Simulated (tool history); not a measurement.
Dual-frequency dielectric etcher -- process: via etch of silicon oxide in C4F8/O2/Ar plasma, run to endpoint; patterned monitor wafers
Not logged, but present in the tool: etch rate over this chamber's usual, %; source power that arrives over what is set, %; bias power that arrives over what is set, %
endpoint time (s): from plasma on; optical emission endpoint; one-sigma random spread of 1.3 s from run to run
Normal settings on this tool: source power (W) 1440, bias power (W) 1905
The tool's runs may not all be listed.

| run | day | source power (W) | bias power (W) | wafers since the last listed run | hours since the last wet clean | hours since the last source power generator calibration | hours since the last bias power generator calibration | hours since the last upper electrode change | incoming incoming film thickness, nm | endpoint time (s) |
|---|---|---|---|---|---|---|---|---|---|---|
| 1 | 0 | 1310 | 2000 | 0 | 278.9 | 1417.6 | 671.5 | 4116.5 | 1840 | 397.5 |
| 2 | 3.138 | 1310 | 2000 | 386 | 354.2 | 1492.9 | 746.8 | 4191.8 | 1831.8 | 396.9 |
| 3 | 5.867 | 1310 | 2000 | 336 | 419.7 | 1558.4 | 812.3 | 4257.3 | 1828.3 | 394.6 |
| 4 | 7.7 | 1660 | 1905 | 225 | 463.7 | 1602.4 | 856.3 | 4301.3 | 1817.8 | 359.6 |
| 5 | 9.467 | 1440 | 2156 | 217 | 506.1 | 1644.8 | 898.7 | 4343.7 | 1836.6 | 369.9 |
|  | 11.017 | wet clean of the chamber |
| 6 | 22.058 | 1440 | 2156 | 1428 | 265 | 1947 | 1200.9 | 4645.9 | 1818.5 | 368.5 |
| 7 | 24.183 | 1440 | 1905 | 261 | 316 | 1998 | 1251.9 | 4696.9 | 1806.3 | 377.9 |
| 8 | 27.25 | 1440 | 1544 | 377 | 389.6 | 2071.6 | 1325.5 | 4770.5 | 1828.6 | 406.4 |
| 9 | 29.871 | 1440 | 1544 | 323 | 452.5 | 2134.5 | 1388.4 | 4833.4 | 1828.3 | 412 |
| 10 | 34.092 | 1630 | 1905 | 520 | 553.8 | 2235.8 | 1489.7 | 4934.7 | 1838.3 | 366.9 |
|  | 37.412 | wet clean of the chamber |
| 11 | 37.779 | 1630 | 1905 | 331 | 8.8 | 2324.3 | 1578.2 | 5023.2 | 1861.2 | 371.4 |
| 12 | 41.25 | 1630 | 1905 | 427 | 92.1 | 2407.6 | 1661.5 | 5106.5 | 1829.3 | 364.5 |
| 13 | 44.112 | 1440 | 1905 | 352 | 160.8 | 2476.3 | 1730.2 | 5175.2 | 1831.7 | 385.5 |
|  | 46.217 | source power generator calibrated |
|  | 46.904 | bias power generator calibrated |
| 14 | 47.258 | 1260 | 2058 | 346 | 236.3 | 25 | 8.5 | 5250.7 | 1817.3 | 397.5 |
|  | 49.896 | upper electrode replaced |
| 15 | 49.917 | 1320 | 1749 | 204 | 300.1 | 88.8 | 72.3 | 0.5 | 1830.4 | 411.4 |
| 16 | 54.042 | 1350 | 2298 | 508 | 399.1 | 187.8 | 171.3 | 99.5 | 1836.2 | 376.9 |
| 17 | 56.45 | 1660 | 2155 | 296 | 456.9 | 245.6 | 229.1 | 157.3 | 1828.4 | 348.7 |
| 18 | 59.192 | 1220 | 1472 | 337 | 522.7 | 311.4 | 294.9 | 223.1 | 1812.5 | 442.2 |
|  | 62.079 | wet clean of the chamber |
| 19 | 63.554 | 1440 | 1905 | 414 | 35.4 | 416.1 | 399.6 | 327.8 | 1824.4 | 381.6 |
| 20 | 66.312 | 1440 | 1905 | 339 | 101.6 | 482.3 | 465.8 | 394 | 1826.1 | 384.5 |
| 21 | 68.338 | 1440 | 1544 | 249 | 150.2 | 530.9 | 514.4 | 442.6 | 1825.4 | 408.1 |
| 22 | 71.85 | 1320 | 1648 | 432 | 234.5 | 615.2 | 598.7 | 526.9 | 1798 | 410.5 |
| 23 | 77.271 | 1440 | 1905 | 668 | 364.6 | 745.3 | 728.8 | 657 | 1836.6 | 388.2 |
| 24 | 79.858 | 1440 | 1905 | 318 | 426.7 | 807.4 | 790.9 | 719.1 | 1821.3 | 381.6 |
| 25 | 82.612 | 1230 | 2263 | 339 | 492.8 | 873.5 | 857 | 785.2 | 1817.4 | 389.4 |
| 26 | 84.533 | 1140 | 1637 | 236 | 538.9 | 919.6 | 903.1 | 831.3 | 1826.6 | 449.5 |
|  | 86.529 | wet clean of the chamber |
| 27 | 86.6 | 1440 | 1905 | 131 | 1.7 | 969.2 | 952.7 | 880.9 | 1832.1 | 386 |

3 ways to go on from here, each from the tool as it stands after run 27. What would each give?
| A | 86.621 | 1230 | 1905 | 2 | 2.2 | 969.7 | 953.2 | 881.4 | 1807.9 | ? |
| B | 86.621 | 1440 | 1747 | 2 | 2.2 | 969.7 | 953.2 | 881.4 | 1807.9 | ? |
| C | 86.621 | 1310 | 1675 | 2 | 2.2 | 969.7 | 953.2 | 881.4 | 1807.9 | ? |

| run | endpoint time (s) |
|---|---|
| A | 407.6 |
| B | 389.6 |
| C | 411.7 |
Had the tool no hidden state, the same runs would have come out as:
| run | endpoint time (s) |
|---|---|
| A | 407.6 |
| B | 389.6 |
| C | 411.7 |
